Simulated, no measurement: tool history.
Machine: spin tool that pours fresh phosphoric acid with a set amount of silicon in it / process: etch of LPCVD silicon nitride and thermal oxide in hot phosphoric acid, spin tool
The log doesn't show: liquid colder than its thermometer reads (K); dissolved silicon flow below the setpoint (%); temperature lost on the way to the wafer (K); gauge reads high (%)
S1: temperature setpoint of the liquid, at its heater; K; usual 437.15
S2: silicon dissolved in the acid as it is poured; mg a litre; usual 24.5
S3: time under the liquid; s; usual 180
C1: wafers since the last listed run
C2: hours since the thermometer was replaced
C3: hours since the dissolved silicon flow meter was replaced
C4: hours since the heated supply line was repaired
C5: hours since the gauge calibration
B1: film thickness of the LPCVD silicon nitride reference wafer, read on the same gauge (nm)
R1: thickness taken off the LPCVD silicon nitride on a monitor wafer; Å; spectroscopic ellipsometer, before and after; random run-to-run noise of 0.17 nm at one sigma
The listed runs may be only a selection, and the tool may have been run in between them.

Run 1, hour 0: usual settings; C1 0; C2 60.2; C3 727.3; C4 1467.8; C5 1245.8; B1 119.98. Result: R1 168.3 Å.
At hour 41.2: dissolved silicon flow meter replaced.
Run 2, hour 49.4: usual settings but S3 235 s; C1 322; C2 109.6; C3 8.2; C4 1517.2; C5 1295.2; B1 119.99. Result: R1 219.8 Å.
Run 3, hour 77.9: usual settings but S2 11 mg a litre, S3 95 s; C1 190; C2 138.1; C3 36.7; C4 1545.7; C5 1323.7; B1 120.01. Result: R1 88.7 Å.
Run 4, hour 114.8: usual settings but S2 38 mg a litre, S3 265 s; C1 246; C2 175; C3 73.6; C4 1582.6; C5 1360.6; B1 120.01. Result: R1 248.8 Å.
Run 5, hour 183.8: usual settings but S2 6.5 mg a litre, S3 145 s; C1 460; C2 244; C3 142.6; C4 1651.6; C5 1429.6; B1 119.99. Result: R1 133.5 Å.
At hour 204.9: heated supply line repaired.
Run 6, hour 248.1: usual settings but S2 12 mg a litre, S3 115 s; C1 422; C2 308.3; C3 206.9; C4 43.2; C5 1493.9; B1 120. Result: R1 118.1 Å.
Run 7, hour 310.1: usual settings but S1 439.15 K; C1 413; C2 370.3; C3 268.9; C4 105.2; C5 1555.9; B1 120.01. Result: R1 194.4 Å.
Run 8, hour 380.4: usual settings but S1 435.15 K; C1 469; C2 440.6; C3 339.2; C4 175.5; C5 1626.2; B1 119.99. Result: R1 172.1 Å.
At hour 433.7: thermometer replaced.
Run 9, hour 434.8: usual settings but S1 438.65 K; C1 356; C2 1.1; C3 393.6; C4 229.9; C5 1680.6; B1 120.02. Result: R1 194.1 Å.
Run 10, hour 464.8: usual settings; C1 200; C2 31.1; C3 423.6; C4 259.9; C5 1710.6; B1 120.02. Result: R1 181 Å.
Run 11, hour 531.7: usual settings but S1 435.65 K, S2 11 mg a litre, S3 95 s; C1 446; C2 98; C3 490.5; C4 326.8; C5 1777.5; B1 120. Result: R1 91.2 Å.
At hour 543.9: gauge calibrated.
Run 12, hour 561.2: usual settings but S3 240 s; C1 196; C2 127.5; C3 520; C4 356.3; C5 17.3; B1 120.01. Result: R1 237.6 Å.
Run 13, hour 625.6: usual settings but S2 18.5 mg a litre; C1 429; C2 191.9; C3 584.4; C4 420.7; C5 81.7; B1 120. Result: R1 180.4 Å.
Run 14, hour 785.8: usual settings; C1 1068; C2 352.1; C3 744.6; C4 580.9; C5 241.9; B1 120.01. Result: R1 178.5 Å.
Run 15, hour 847.2: usual settings but S1 438.65 K, S3 150 s; C1 409; C2 413.5; C3 806; C4 642.3; C5 303.3; B1 120.03. Result: R1 154.6 Å.
At hour 890.9: dissolved silicon flow meter replaced.
At hour 907.9: thermometer replaced.
Run 16, hour 983.7: usual settings but S2 11 mg a litre, S3 95 s; C1 897; C2 75.8; C3 92.8; C4 778.8; C5 439.8; B1 120. Result: R1 92.2 Å.
Run 17, hour 1052.2: usual settings but S1 434.15 K, S3 230 s; C1 457; C2 144.3; C3 161.3; C4 847.3; C5 508.3; B1 120. Result: R1 202.4 Å.
Run 18, hour 1106: usual settings but S1 434.65 K, S2 19 mg a litre; C1 358; C2 198.1; C3 215.1; C4 901.1; C5 562.1; B1 119.99. Result: R1 158.6 Å.
Run 19, hour 1167.1: usual settings but S2 31 mg a litre, S3 285 s; C1 407; C2 259.2; C3 276.2; C4 962.2; C5 623.2; B1 120. Result: R1 273.9 Å.
Run 20, hour 1209.7: usual settings but S3 120 s; C1 284; C2 301.8; C3 318.8; C4 1004.8; C5 665.8; B1 120.01. Result: R1 115.6 Å.
Run 21, hour 1244.1: usual settings; C1 229; C2 336.2; C3 353.2; C4 1039.2; C5 700.2; B1 119.99. Result: R1 172.8 Å.
Run 22, hour 1293.8: usual settings; C1 331; C2 385.9; C3 402.9; C4 1088.9; C5 749.9; B1 119.97. Result: R1 171.8 Å.
Run 23, hour 1332: usual settings but S2 7.5 mg a litre; C1 254; C2 424.1; C3 441.1; C4 1127.1; C5 788.1; B1 119.99. Result: R1 170.9 Å.

Consider 3 possible next runs. They are alternatives, not a sequence: every one starts from the tool as it was left by run 23. What does each give?
Run A, hour 1332.5: usual settings but S3 215 s; C1 3; C2 424.6; C3 441.6; C4 1127.6; C5 788.6; B1 ?. Result: R1 ?.
Run B, hour 1332.5: usual settings but S2 30.5 mg a litre; C1 3; C2 424.6; C3 441.6; C4 1127.6; C5 788.6; B1 ?. Result: R1 ?.
Run C, hour 1332.5: usual settings but S1 440.15 K, S2 35 mg a litre, S3 210 s; C1 3; C2 424.6; C3 441.6; C4 1127.6; C5 788.6; B1 ?. Result: R1 ?.

run   B1     R1
  A  120  207.2
  B  120  173.5
  C  120  223.5
What these runs would have given with no unlogged condition in the tool:
run     R1
  A  226.2
  B  189.4
  C  243.8
